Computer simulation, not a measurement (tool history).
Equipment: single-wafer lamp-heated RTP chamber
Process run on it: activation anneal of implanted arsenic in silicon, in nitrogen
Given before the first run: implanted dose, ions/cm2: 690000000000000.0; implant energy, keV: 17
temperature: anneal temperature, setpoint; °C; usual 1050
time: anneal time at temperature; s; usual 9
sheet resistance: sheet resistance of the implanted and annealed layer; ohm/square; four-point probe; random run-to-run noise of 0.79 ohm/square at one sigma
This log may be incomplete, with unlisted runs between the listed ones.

run	day	temperature	time	wafers since the last listed run	wafers since the last pyrometer calibration	wafers since the reflector plate was cleaned	hours since the gauge calibration	read-back reference wafer on the same gauge, sheet resistance	sheet resistance
1	0	1050	9	0	6312	5169	1329.7	188.92	165.31
# day 0.029: pyrometer window cleaned and pyrometer calibrated
2	4.075	1050	9	1419	1419	6588	1427.5	188.97	166.96
# day 5.567: reflector plate cleaned
3	5.825	1050	9	497	1916	90	1469.5	188.8	165.58
4	8.288	1050	9	863	2780	954	1528.6	189.04	164.99
5	11.058	1056	6	972	3752	1926	1595.1	189.04	168.22
6	12.817	1056	6	616	4369	2543	1637.3	189.08	168.1
7	16.033	1056	6	1128	5497	3671	1714.5	188.98	168
8	20.392	1050	9	1529	7026	5200	1819.1	189.26	165.76
# day 21.117: pyrometer window cleaned and pyrometer calibrated
# day 25.525: reflector plate cleaned
9	31.329	1050	9	3603	3465	2035	2081.6	188.83	165.37
10	35.654	1050	9	1517	4983	3553	2185.4	189.13	165.28
11	39.012	1050	12	1178	6161	4731	2266	189.03	162.93
# day 39.862: pyrometer window cleaned and pyrometer calibrated
12	40.817	1050	12	516	334	5247	2309.3	189.08	162.62
13	42.567	1050	9	613	948	5861	2351.3	189.09	165.27
# day 45.654: reflector plate cleaned
14	46.338	1022	14	1205	2154	239	2441.8	188.93	167.83
# day 48.742: gauge calibrated
15	49.071	1062	13	958	3113	1197	7.9	189.11	160.63
16	51.817	1074	6	963	4077	2161	73.8	189.05	165.46
17	55.375	1073	13	1248	5325	3409	159.2	189	158.25
18	57.775	1063	9	841	6167	4251	216.8	189.07	163.15
# day 59.533: pyrometer window cleaned and pyrometer calibrated
# day 65.592: reflector plate cleaned
19	66.25	1078	14	2739	2239	231	420.2	189	155.51
20	68.6	1050	9	824	3064	1055	476.6	189.16	165.98
21	72.917	1065	12	1514	4578	2570	580.2	188.86	160.63
22	76.062	1050	9	1103	5682	3673	655.7	189.16	166.65
23	78.967	1023	9	1018	6701	4692	725.4	188.97	172.35
# day 79.579: pyrometer window cleaned and pyrometer calibrated
24	82.546	1024	9	1138	1040	5831	811.3	189.04	170.48
# day 84.558: reflector plate cleaned
25	94.425	1050	9	4050	5091	3462	1096.4	188.81	165.14
# day 97.017: pyrometer window cleaned and pyrometer calibrated
26	97.038	1029	6	799	7	4261	1159.1	188.96	174.93
27	100.996	1079	6	1388	1396	5650	1254.1	188.95	162.63

What differs in the tool's unlogged condition from the final listed run ahead of each entry between runs to the first listed run following it?
After run 1, before run 2: pyrometer window cleaned and pyrometer calibrated (day 0.029)
  the hidden state is the same at both runs
After run 2, before run 3: reflector plate cleaned (day 5.567)
  the hidden state is the same at both runs
After run 8, before run 9: pyrometer window cleaned and pyrometer calibrated (day 21.117); reflector plate cleaned (day 25.525)
  the hidden state is the same at both runs
After run 11, before run 12: pyrometer window cleaned and pyrometer calibrated (day 39.862)
  the hidden state is the same at both runs
After run 13, before run 14: reflector plate cleaned (day 45.654)
  the hidden state is the same at both runs
After run 14, before run 15: gauge calibrated (day 48.742)
  the hidden state is the same at both runs
After run 18, before run 19: pyrometer window cleaned and pyrometer calibrated (day 59.533); reflector plate cleaned (day 65.592)
  the hidden state is the same at both runs
After run 23, before run 24: pyrometer window cleaned and pyrometer calibrated (day 79.579)
  the hidden state is the same at both runs
After run 24, before run 25: reflector plate cleaned (day 84.558)
  the hidden state is the same at both runs
After run 25, before run 26: pyrometer window cleaned and pyrometer calibrated (day 97.017)
  the hidden state is the same at both runs
